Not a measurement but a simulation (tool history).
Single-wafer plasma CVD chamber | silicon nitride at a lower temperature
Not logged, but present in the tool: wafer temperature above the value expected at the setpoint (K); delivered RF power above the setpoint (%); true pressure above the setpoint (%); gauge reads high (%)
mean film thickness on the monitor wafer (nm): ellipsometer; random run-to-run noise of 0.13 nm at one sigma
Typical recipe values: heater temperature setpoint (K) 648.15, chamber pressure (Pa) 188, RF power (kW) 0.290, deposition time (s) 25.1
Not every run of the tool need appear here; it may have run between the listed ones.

run     day  heater temperature setpoint (K)  chamber pressure (Pa)  RF power (kW)  deposition time (s)  wafers since the last listed run  hours since the last thermocouple change  hours since the last RF generator calibration  hours since the last manometer calibration  hours since the showerhead was replaced  hours since the gauge calibration  read-back reference wafer on the same gauge, thickness_nm  mean film thickness on the monitor wafer (nm)
  1   0.000                           648.15                    188          0.290                 22.7                                 0                                    1352.6                                         2099.5                                      2205.6                                   3998.4                             2320.3                                                     25.996                                         25.822
      2.100  -- gauge calibrated
  2   2.850                           648.15                    188          0.290                 22.7                              1394                                    1421.0                                         2167.9                                      2274.0                                   4066.8                               18.0                                                     26.003                                         25.655
  3   4.508                           648.15                    188          0.290                 22.7                               811                                    1460.8                                         2207.7                                      2313.8                                   4106.6                               57.8                                                     26.016                                         25.975
  4  10.788                           648.15                    188          0.290                 25.1                              3071                                    1611.5                                         2358.4                                      2464.5                                   4257.3                              208.5                                                     26.010                                         28.416
     12.092  -- capacitance manometer re-zeroed and calibrated
  5  12.112                           648.15                    188          0.290                 25.1                               485                                    1643.3                                         2390.2                                         0.5                                   4289.1                              240.3                                                     26.000                                         28.525
     13.071  -- RF generator calibrated
  6  13.912                           648.15                    188          0.290                 25.1                               717                                    1686.5                                           20.2                                        43.7                                   4332.3                              283.5                                                     25.994                                         28.559
  7  16.054                           648.15                    188          0.290                 25.1                              1047                                    1737.9                                           71.6                                        95.1                                   4383.7                              334.9                                                     25.991                                         28.685
  8  18.525                           648.15                    188          0.290                 27.6                              1208                                    1797.2                                          130.9                                       154.4                                   4443.0                              394.2                                                     26.004                                         31.178
  9  19.671                           648.15                    188          0.290                 25.1                               560                                    1824.7                                          158.4                                       181.9                                   4470.5                              421.7                                                     26.007                                         28.572
     20.408  -- showerhead replaced
 10  21.950                           648.15                    188          0.315                 28.2                               951                                    1879.4                                          213.1                                       236.6                                     37.0                              476.4                                                     26.007                                         34.632
     24.150  -- thermocouple changed; heater temperature recalibrated
 11  24.542                           648.15                    232          0.290                 26.4                              1104                                       9.4                                          275.3                                       298.8                                     99.2                              538.6                                                     25.994                                         32.417
 12  26.633                           648.15                    188          0.290                 29.2                              1023                                      59.6                                          325.5                                       349.0                                    149.4                              588.8                                                     26.024                                         33.247
 13  28.700                           648.15                    188          0.290                 25.1                              1010                                     109.2                                          375.1                                       398.6                                    199.0                              638.4                                                     26.024                                         28.764
 14  31.075                           648.15                    188          0.290                 25.1                              1161                                     166.2                                          432.1                                       455.6                                    256.0                              695.4                                                     26.018                                         28.331
 15  33.417                           643.15                    205          0.310                 20.6                              1145                                     222.4                                          488.3                                       511.8                                    312.2                              751.6                                                     25.958                                         25.988
 16  34.829                           659.15                    176          0.265                 29.5                               690                                     256.3                                          522.2                                       545.7                                    346.1                              785.5                                                     26.002                                         29.824
 17  37.571                           648.15                    188          0.305                 27.8                              1341                                     322.1                                          588.0                                       611.5                                    411.9                              851.3                                                     25.976                                         33.123
 18  42.417                           659.15                    205          0.315                 27.5                              2370                                     438.4                                          704.3                                       727.8                                    528.2                              967.6                                                     25.991                                         34.894
 19  44.258                           648.15                    232          0.290                 26.4                               900                                     482.6                                          748.5                                       772.0                                    572.4                             1011.8                                                     25.990                                         32.405
 20  46.442                           639.15                    227          0.290                 25.1                              1068                                     535.0                                          800.9                                       824.4                                    624.8                             1064.2                                                     25.983                                         30.747
 21  47.508                           648.15                    188          0.290                 25.1                               521                                     560.6                                          826.5                                       850.0                                    650.4                             1089.8                                                     26.037                                         28.493
 22  50.025                           648.15                    188          0.290                 25.1                              1231                                     621.0                                          886.9                                       910.4                                    710.8                             1150.2                                                     25.985                                         28.454
 23  52.050                           648.15                    188          0.290                 25.1                               990                                     669.6                                          935.5                                       959.0                                    759.4                             1198.8                                                     26.006                                         28.523
 24  53.212                           648.15                    233          0.290                 23.6                               568                                     697.5                                          963.4                                       986.9                                    787.3                             1226.7                                                     25.973                                         29.022
 25  54.646                           663.15                    223          0.270                 27.8                               701                                     731.9                                          997.8                                      1021.3                                    821.7                             1261.1                                                     26.011                                         31.432
 26  56.329                           639.15                    188          0.240                 25.1                               823                                     772.3                                         1038.2                                      1061.7                                    862.1                             1301.5                                                     26.038                                         23.620
 27  58.292                           648.15                    188          0.290                 25.1                               960                                     819.4                                         1085.3                                      1108.8                                    909.2                             1348.6                                                     26.019                                         28.593
 28  60.358                           648.15                    227          0.240                 22.6                              1010                                     869.0                                         1134.9                                      1158.4                                    958.8                             1398.2                                                     26.005                                         22.595
 29  62.571                           648.15                    188          0.310                 21.4                              1082                                     922.1                                         1188.0                                      1211.5                                   1011.9                             1451.3                                                     26.031                                         26.052
 30  64.225                           663.15                    188          0.290                 25.1                               809                                     961.8                                         1227.7                                      1251.2                                   1051.6                             1491.0                                                     25.985                                         28.335

3 ways to go on from here, each from the tool as it stands after run 30. What would each give?
  A  64.242                           648.15                    188          0.290                 25.1                                 8                                     962.2                                         1228.1                                      1251.6                                   1052.0                             1491.4                                                          ?                                              ?
  B  64.242                           648.15                    152          0.290                 25.1                                 8                                     962.2                                         1228.1                                      1251.6                                   1052.0                             1491.4                                                          ?                                              ?
  C  64.242                           655.15                    188          0.340                 25.1                                 8                                     962.2                                         1228.1                                      1251.6                                   1052.0                             1491.4                                                          ?                                              ?

run  read-back reference wafer on the same gauge, thickness_nm  mean film thickness on the monitor wafer (nm)
  A                                                     25.995                                         28.517
  B                                                     25.995                                         25.981
  C                                                     25.995                                         32.846
Without the tool's unlogged condition, the same runs would have read:
run  mean film thickness on the monitor wafer (nm)
  A                                         28.517
  B                                         25.981
  C                                         32.846
